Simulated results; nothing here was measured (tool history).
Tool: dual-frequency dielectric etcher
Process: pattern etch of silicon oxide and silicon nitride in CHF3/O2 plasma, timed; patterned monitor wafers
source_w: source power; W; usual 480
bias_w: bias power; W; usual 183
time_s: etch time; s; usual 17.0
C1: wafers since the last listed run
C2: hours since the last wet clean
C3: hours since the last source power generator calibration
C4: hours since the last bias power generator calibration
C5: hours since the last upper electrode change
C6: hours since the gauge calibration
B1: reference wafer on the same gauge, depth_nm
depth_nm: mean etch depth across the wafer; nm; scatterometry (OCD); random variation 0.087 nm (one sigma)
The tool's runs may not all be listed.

Run 1, hour 0.0: usual settings but bias_w 165 W; C1 0; C2 487.7; C3 2958.0; C4 1630.1; C5 1836.2; C6 277.3; B1 28.98. Result: depth_nm 25.31 nm.
Run 2, hour 53.5: usual settings; C1 750; C2 541.2; C3 3011.5; C4 1683.6; C5 1889.7; C6 330.8; B1 29.00. Result: depth_nm 26.28 nm.
Run 3, hour 80.6: usual settings; C1 379; C2 568.3; C3 3038.6; C4 1710.7; C5 1916.8; C6 357.9; B1 29.01. Result: depth_nm 26.53 nm.
At hour 131.9: wet clean of the chamber.
Run 4, hour 132.4: usual settings; C1 389; C2 0.5; C3 3090.4; C4 1762.5; C5 1968.6; C6 409.7; B1 29.00. Result: depth_nm 25.33 nm.
Run 5, hour 152.8: usual settings; C1 285; C2 20.9; C3 3110.8; C4 1782.9; C5 1989.0; C6 430.1; B1 29.01. Result: depth_nm 25.43 nm.
Run 6, hour 220.1: usual settings but source_w 390 W; C1 943; C2 88.2; C3 3178.1; C4 1850.2; C5 2056.3; C6 497.4; B1 29.00. Result: depth_nm 23.82 nm.
At hour 310.6: upper electrode replaced.
Run 7, hour 314.1: usual settings but bias_w 152 W, time_s 21.0 s; C1 981; C2 182.2; C3 3272.1; C4 1944.2; C5 3.5; C6 591.4; B1 29.00. Result: depth_nm 30.05 nm.
Run 8, hour 358.8: usual settings but source_w 410 W, time_s 15.5 s; C1 626; C2 226.9; C3 3316.8; C4 1988.9; C5 48.2; C6 636.1; B1 29.00. Result: depth_nm 22.23 nm.
At hour 382.9: gauge calibrated.
Run 9, hour 452.3: usual settings but time_s 14.0 s; C1 1310; C2 320.4; C3 3410.3; C4 2082.4; C5 141.7; C6 69.4; B1 29.01. Result: depth_nm 21.38 nm.
Run 10, hour 511.5: usual settings but source_w 530 W, time_s 15.0 s; C1 829; C2 379.6; C3 3469.5; C4 2141.6; C5 200.9; C6 128.6; B1 28.99. Result: depth_nm 23.81 nm.
At hour 565.0: bias power generator calibrated.
Run 11, hour 567.8: usual settings but source_w 590 W, bias_w 147 W, time_s 19.0 s; C1 733; C2 435.9; C3 3525.8; C4 2.8; C5 257.2; C6 184.9; B1 29.01. Result: depth_nm 29.62 nm.
Run 12, hour 599.1: usual settings but source_w 590 W, bias_w 167 W, time_s 15.5 s; C1 438; C2 467.2; C3 3557.1; C4 34.1; C5 288.5; C6 216.2; B1 29.00. Result: depth_nm 24.92 nm.
At hour 630.9: wet clean of the chamber.
At hour 633.7: source power generator calibrated.
Run 13, hour 659.3: usual settings; C1 467; C2 28.4; C3 25.6; C4 94.3; C5 348.7; C6 276.4; B1 29.01. Result: depth_nm 25.43 nm.
Run 14, hour 714.8: usual settings; C1 778; C2 83.9; C3 81.1; C4 149.8; C5 404.2; C6 331.9; B1 29.01. Result: depth_nm 25.32 nm.
Run 15, hour 760.6: usual settings but source_w 590 W, bias_w 161 W, time_s 14.5 s; C1 642; C2 129.7; C3 126.9; C4 195.6; C5 450.0; C6 377.7; B1 28.98. Result: depth_nm 22.47 nm.
Run 16, hour 789.6: usual settings but source_w 590 W, time_s 19.5 s; C1 406; C2 158.7; C3 155.9; C4 224.6; C5 479.0; C6 406.7; B1 29.00. Result: depth_nm 31.58 nm.
Run 17, hour 853.6: usual settings but source_w 390 W, time_s 21.5 s; C1 897; C2 222.7; C3 219.9; C4 288.6; C5 543.0; C6 470.7; B1 29.01. Result: depth_nm 30.27 nm.

Measured less the same run without the tool's hidden state. The same run-to-run variation is in both; the gauge's scatter may not be:
The hidden state here: etch rate over this chamber's usual, %; source power that arrives over what is set, %; bias power that arrives over what is set, %; gauge reads high (%).
run  depth_nm
  1     +0.82
  2     +0.94
  3     +0.99
  4     -0.01
  5     +0.02
  6     +0.12
  7     +0.33
  8     +0.31
  9     +0.41
 10     +0.55
 11     +0.78
 12     +0.71
 13     -0.01
 14     +0.07
 15     +0.13
 16     +0.24
 17     +0.36
